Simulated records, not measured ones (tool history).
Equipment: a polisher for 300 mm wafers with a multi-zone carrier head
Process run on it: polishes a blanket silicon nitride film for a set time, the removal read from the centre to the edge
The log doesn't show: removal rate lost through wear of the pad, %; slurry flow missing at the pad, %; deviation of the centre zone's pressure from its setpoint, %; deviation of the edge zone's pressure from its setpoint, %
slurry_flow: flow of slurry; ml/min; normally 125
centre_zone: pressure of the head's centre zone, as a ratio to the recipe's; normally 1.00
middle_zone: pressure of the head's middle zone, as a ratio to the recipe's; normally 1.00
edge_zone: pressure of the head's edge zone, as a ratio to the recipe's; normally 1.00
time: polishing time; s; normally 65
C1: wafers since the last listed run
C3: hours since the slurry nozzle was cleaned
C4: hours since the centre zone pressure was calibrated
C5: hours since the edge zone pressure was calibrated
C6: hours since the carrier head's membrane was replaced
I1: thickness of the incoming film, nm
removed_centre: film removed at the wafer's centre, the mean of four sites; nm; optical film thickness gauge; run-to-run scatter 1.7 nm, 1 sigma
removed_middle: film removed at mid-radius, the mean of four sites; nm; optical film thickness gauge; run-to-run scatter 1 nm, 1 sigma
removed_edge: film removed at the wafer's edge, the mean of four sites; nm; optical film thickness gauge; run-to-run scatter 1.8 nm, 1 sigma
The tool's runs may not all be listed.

run 1 hour=0.0 | slurry_flow=125 centre_zone=1.00 middle_zone=1.00 edge_zone=1.00 time=65 | C1=0 wafers_polished_on_this_pad=910 C3=221.5 C4=575.8 C5=1052.8 C6=1541.3 | I1=730.7 | removed_centre=132.4 removed_middle=128.1 removed_edge=131.6
-- hour=4.6 worn pad replaced by a new one
run 2 hour=29.4 | slurry_flow=125 centre_zone=1.00 middle_zone=1.00 edge_zone=1.00 time=65 | C1=195 wafers_polished_on_this_pad=191 C3=250.9 C4=605.2 C5=1082.2 C6=1570.7 | I1=717.9 | removed_centre=139.7 removed_middle=137.9 removed_edge=140.2
-- hour=31.2 slurry nozzle cleaned
run 3 hour=62.7 | slurry_flow=125 centre_zone=1.00 middle_zone=0.92 edge_zone=1.00 time=65 | C1=248 wafers_polished_on_this_pad=440 C3=31.5 C4=638.5 C5=1115.5 C6=1604.0 | I1=718.1 | removed_centre=133.1 removed_middle=126.9 removed_edge=134.8
run 4 hour=98.4 | slurry_flow=125 centre_zone=1.00 middle_zone=0.92 edge_zone=1.00 time=65 | C1=274 wafers_polished_on_this_pad=715 C3=67.2 C4=674.2 C5=1151.2 C6=1639.7 | I1=722.2 | removed_centre=131.6 removed_middle=124.6 removed_edge=135.8
run 5 hour=112.3 | slurry_flow=125 centre_zone=1.00 middle_zone=1.00 edge_zone=0.94 time=65 | C1=107 wafers_polished_on_this_pad=822 C3=81.1 C4=688.1 C5=1165.1 C6=1653.6 | I1=716.1 | removed_centre=134.1 removed_middle=132.5 removed_edge=129.5
run 6 hour=132.2 | slurry_flow=125 centre_zone=1.00 middle_zone=1.00 edge_zone=0.94 time=65 | C1=153 wafers_polished_on_this_pad=975 C3=101.0 C4=708.0 C5=1185.0 C6=1673.5 | I1=721.9 | removed_centre=129.8 removed_middle=129.6 removed_edge=128.7
-- hour=140.1 worn pad replaced by a new one
run 7 hour=148.4 | slurry_flow=125 centre_zone=1.00 middle_zone=0.97 edge_zone=1.00 time=65 | C1=93 wafers_polished_on_this_pad=63 C3=117.2 C4=724.2 C5=1201.2 C6=1689.7 | I1=728.2 | removed_centre=143.6 removed_middle=138.2 removed_edge=145.5
run 8 hour=182.1 | slurry_flow=155 centre_zone=1.00 middle_zone=1.00 edge_zone=1.00 time=65 | C1=259 wafers_polished_on_this_pad=323 C3=150.9 C4=757.9 C5=1234.9 C6=1723.4 | I1=732.2 | removed_centre=145.2 removed_middle=142.2 removed_edge=138.7
run 9 hour=197.4 | slurry_flow=155 centre_zone=1.00 middle_zone=1.00 edge_zone=1.00 time=65 | C1=117 wafers_polished_on_this_pad=441 C3=166.2 C4=773.2 C5=1250.2 C6=1738.7 | I1=712.5 | removed_centre=140.9 removed_middle=138.4 removed_edge=140.3
-- hour=200.5 edge zone pressure recalibrated
-- hour=225.9 carrier head's membrane replaced by a new one
run 10 hour=226.4 | slurry_flow=125 centre_zone=1.00 middle_zone=1.00 edge_zone=1.00 time=65 | C1=169 wafers_polished_on_this_pad=610 C3=195.2 C4=802.2 C5=25.9 C6=0.5 | I1=719.5 | removed_centre=133.7 removed_middle=133.3 removed_edge=134.0
run 11 hour=239.7 | slurry_flow=125 centre_zone=0.95 middle_zone=1.00 edge_zone=0.94 time=51 | C1=102 wafers_polished_on_this_pad=713 C3=208.5 C4=815.5 C5=39.2 C6=13.8 | I1=714.9 | removed_centre=97.1 removed_middle=103.5 removed_edge=100.2
run 12 hour=259.2 | slurry_flow=125 centre_zone=0.88 middle_zone=0.95 edge_zone=1.08 time=58 | C1=150 wafers_polished_on_this_pad=863 C3=228.0 C4=835.0 C5=58.7 C6=33.3 | I1=711.9 | removed_centre=102.8 removed_middle=113.9 removed_edge=122.4
-- hour=263.8 worn pad replaced by a new one
-- hour=276.6 slurry nozzle cleaned
run 13 hour=282.8 | slurry_flow=125 centre_zone=1.00 middle_zone=1.00 edge_zone=1.00 time=75 | C1=143 wafers_polished_on_this_pad=138 C3=6.2 C4=858.6 C5=82.3 C6=56.9 | I1=719.2 | removed_centre=162.5 removed_middle=160.4 removed_edge=163.7
-- hour=305.7 centre zone pressure recalibrated
run 14 hour=314.0 | slurry_flow=125 centre_zone=1.00 middle_zone=1.00 edge_zone=1.00 time=65 | C1=224 wafers_polished_on_this_pad=363 C3=37.4 C4=8.3 C5=113.5 C6=88.1 | I1=713.2 | removed_centre=134.5 removed_middle=134.2 removed_edge=137.4
run 15 hour=339.8 | slurry_flow=100 centre_zone=1.00 middle_zone=1.00 edge_zone=1.00 time=65 | C1=198 wafers_polished_on_this_pad=562 C3=63.2 C4=34.1 C5=139.3 C6=113.9 | I1=726.2 | removed_centre=125.8 removed_middle=123.2 removed_edge=128.7
run 16 hour=364.6 | slurry_flow=125 centre_zone=0.96 middle_zone=1.00 edge_zone=0.90 time=65 | C1=191 wafers_polished_on_this_pad=753 C3=88.0 C4=58.9 C5=164.1 C6=138.7 | I1=714.5 | removed_centre=129.7 removed_middle=130.6 removed_edge=127.8
run 17 hour=390.0 | slurry_flow=125 centre_zone=1.00 middle_zone=1.00 edge_zone=1.00 time=65 | C1=195 wafers_polished_on_this_pad=948 C3=113.4 C4=84.3 C5=189.5 C6=164.1 | I1=734.9 | removed_centre=132.5 removed_middle=129.9 removed_edge=133.8
-- hour=419.1 worn pad replaced by a new one
run 18 hour=422.5 | slurry_flow=125 centre_zone=1.00 middle_zone=1.00 edge_zone=1.00 time=65 | C1=219 wafers_polished_on_this_pad=25 C3=145.9 C4=116.8 C5=222.0 C6=196.6 | I1=728.2 | removed_centre=146.1 removed_middle=143.1 removed_edge=146.0
run 19 hour=451.9 | slurry_flow=125 centre_zone=1.00 middle_zone=1.00 edge_zone=1.00 time=65 | C1=226 wafers_polished_on_this_pad=252 C3=175.3 C4=146.2 C5=251.4 C6=226.0 | I1=733.5 | removed_centre=141.1 removed_middle=135.3 removed_edge=135.4
run 20 hour=464.1 | slurry_flow=85 centre_zone=1.09 middle_zone=0.90 edge_zone=1.00 time=75 | C1=93 wafers_polished_on_this_pad=346 C3=187.5 C4=158.4 C5=263.6 C6=238.2 | I1=721.4 | removed_centre=152.6 removed_middle=132.3 removed_edge=148.3

List, for all runs, the conditions of the tool that the log does not record:
slurry flow missing at the pad, %: 0, the same for each run
deviation of the centre zone's pressure from its setpoint, %: 0, the same for each run
deviation of the edge zone's pressure from its setpoint, %: 0, the same for each run
H1: removal rate lost through wear of the pad, %
run=1 H1=10.8
run=2 H1=4.46
run=3 H1=7.62
run=4 H1=9.26
run=5 H1=9.63
run=6 H1=10
run=7 H1=1.84
run=8 H1=6.34
run=9 H1=7.54
run=10 H1=8.98
run=11 H1=9.4
run=12 H1=9.84
run=13 H1=3.6
run=14 H1=7.01
run=15 H1=8.55
run=16 H1=9.42
run=17 H1=9.94
run=18 H1=0.96
run=19 H1=5.49
run=20 H1=6.69
